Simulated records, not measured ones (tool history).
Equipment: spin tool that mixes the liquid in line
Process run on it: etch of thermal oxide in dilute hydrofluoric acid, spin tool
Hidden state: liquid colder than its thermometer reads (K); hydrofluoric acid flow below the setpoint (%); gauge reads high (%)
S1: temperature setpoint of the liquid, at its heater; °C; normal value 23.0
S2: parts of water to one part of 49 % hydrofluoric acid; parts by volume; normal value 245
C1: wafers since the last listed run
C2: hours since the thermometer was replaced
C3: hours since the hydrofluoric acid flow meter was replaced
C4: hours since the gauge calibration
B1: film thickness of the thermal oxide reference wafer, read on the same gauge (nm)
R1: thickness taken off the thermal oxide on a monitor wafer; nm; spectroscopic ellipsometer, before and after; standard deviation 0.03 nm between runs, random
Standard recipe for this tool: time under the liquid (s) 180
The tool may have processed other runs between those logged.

Run 1, hour 0.0: usual settings but time under the liquid (s) 135; C1 0; C2 889.7; C3 53.2; C4 348.5; B1 39.993. Result: R1 1.861 nm.
Run 2, hour 12.3: usual settings but time under the liquid (s) 135; C1 70; C2 902.0; C3 65.5; C4 360.8; B1 39.991. Result: R1 1.877 nm.
Run 3, hour 28.1: usual settings; C1 90; C2 917.8; C3 81.3; C4 376.6; B1 39.991. Result: R1 2.498 nm.
Run 4, hour 36.5: usual settings but S1 25.5 °C; C1 48; C2 926.2; C3 89.7; C4 385.0; B1 40.009. Result: R1 2.750 nm.
Run 5, hour 84.2: usual settings but S1 19.5 °C; C1 272; C2 973.9; C3 137.4; C4 432.7; B1 40.001. Result: R1 2.105 nm.
Run 6, hour 94.8: usual settings but S1 19.5 °C; C1 60; C2 984.5; C3 148.0; C4 443.3; B1 40.008. Result: R1 2.120 nm.
Run 7, hour 109.9: usual settings but S1 19.5 °C; C1 86; C2 999.6; C3 163.1; C4 458.4; B1 40.000. Result: R1 2.146 nm.
Run 8, hour 126.5: usual settings; C1 94; C2 1016.2; C3 179.7; C4 475.0; B1 40.003. Result: R1 2.462 nm.
Run 9, hour 160.8: usual settings; C1 196; C2 1050.5; C3 214.0; C4 509.3; B1 40.004. Result: R1 2.469 nm.
Run 10, hour 181.2: usual settings; C1 116; C2 1070.9; C3 234.4; C4 529.7; B1 40.016. Result: R1 2.433 nm.
Run 11, hour 188.5: usual settings; C1 41; C2 1078.2; C3 241.7; C4 537.0; B1 39.996. Result: R1 2.476 nm.
At hour 189.6: thermometer replaced.
At hour 194.2: gauge calibrated.
Run 12, hour 203.8: usual settings; C1 81; C2 14.2; C3 257.0; C4 9.6; B1 40.011. Result: R1 2.666 nm.
Run 13, hour 221.5: usual settings; C1 101; C2 31.9; C3 274.7; C4 27.3; B1 40.009. Result: R1 2.691 nm.
Run 14, hour 234.0: usual settings but S1 25.0 °C; C1 71; C2 44.4; C3 287.2; C4 39.8; B1 39.992. Result: R1 2.779 nm.
Run 15, hour 248.8: usual settings; C1 84; C2 59.2; C3 302.0; C4 54.6; B1 39.993. Result: R1 2.685 nm.
Run 16, hour 263.3: usual settings but S1 24.5 °C, S2 290 parts by volume, time under the liquid (s) 240; C1 82; C2 73.7; C3 316.5; C4 69.1; B1 40.007. Result: R1 3.043 nm.
Run 17, hour 276.6: usual settings but time under the liquid (s) 235; C1 76; C2 87.0; C3 329.8; C4 82.4; B1 40.014. Result: R1 3.508 nm.
At hour 306.7: hydrofluoric acid flow meter replaced.
Run 18, hour 312.2: usual settings but S2 140 parts by volume, time under the liquid (s) 80; C1 197; C2 122.6; C3 5.5; C4 118.0; B1 40.004. Result: R1 2.341 nm.
Run 19, hour 323.2: usual settings but S1 21.0 °C, S2 305 parts by volume, time under the liquid (s) 240; C1 62; C2 133.6; C3 16.5; C4 129.0; B1 40.026. Result: R1 2.496 nm.
Run 20, hour 337.0: usual settings but S1 24.5 °C, S2 305 parts by volume; C1 78; C2 147.4; C3 30.3; C4 142.8; B1 39.991. Result: R1 2.081 nm.
Run 21, hour 345.4: usual settings but S1 27.0 °C; C1 48; C2 155.8; C3 38.7; C4 151.2; B1 40.021. Result: R1 3.010 nm.
Run 22, hour 353.9: usual settings but S1 18.5 °C, time under the liquid (s) 95; C1 48; C2 164.3; C3 47.2; C4 159.7; B1 39.981. Result: R1 1.170 nm.
Run 23, hour 370.7: usual settings; C1 96; C2 181.1; C3 64.0; C4 176.5; B1 39.999. Result: R1 2.661 nm.
Run 24, hour 377.1: usual settings but S1 20.0 °C, S2 135 parts by volume; C1 36; C2 187.5; C3 70.4; C4 182.9; B1 40.018. Result: R1 4.881 nm.
Run 25, hour 384.8: usual settings but S1 19.5 °C, S2 335 parts by volume, time under the liquid (s) 235; C1 44; C2 195.2; C3 78.1; C4 190.6; B1 40.012. Result: R1 2.011 nm.
Run 26, hour 396.3: usual settings; C1 65; C2 206.7; C3 89.6; C4 202.1; B1 39.990. Result: R1 2.649 nm.
Run 27, hour 409.3: usual settings; C1 74; C2 219.7; C3 102.6; C4 215.1; B1 39.979. Result: R1 2.606 nm.
Run 28, hour 418.4: usual settings but S2 365 parts by volume, time under the liquid (s) 95; C1 52; C2 228.8; C3 111.7; C4 224.2; B1 39.980. Result: R1 0.841 nm.
Run 29, hour 434.9: usual settings but S2 210 parts by volume; C1 94; C2 245.3; C3 128.2; C4 240.7; B1 39.994. Result: R1 3.180 nm.
Run 30, hour 442.2: usual settings but S1 21.5 °C, S2 295 parts by volume, time under the liquid (s) 235; C1 41; C2 252.6; C3 135.5; C4 248.0; B1 40.005. Result: R1 2.544 nm.

What was the tool's hidden state at every run in the log?
hydrofluoric acid flow below the setpoint (%): 0, the same for each run
gauge reads high (%): 0, the same for each run
H1: liquid colder than its thermometer reads (K)
run     H1
  1   2.14
  2   2.17
  3    2.2
  4   2.22
  5   2.34
  6   2.36
  7    2.4
  8   2.44
  9   2.52
 10   2.57
 11   2.58
 12  0.312
 13  0.354
 14  0.383
 15  0.418
 16  0.452
 17  0.484
 18  0.568
 19  0.594
 20  0.627
 21  0.647
 22  0.667
 23  0.706
 24  0.722
 25   0.74
 26  0.767
 27  0.798
 28  0.819
 29  0.858
 30  0.876
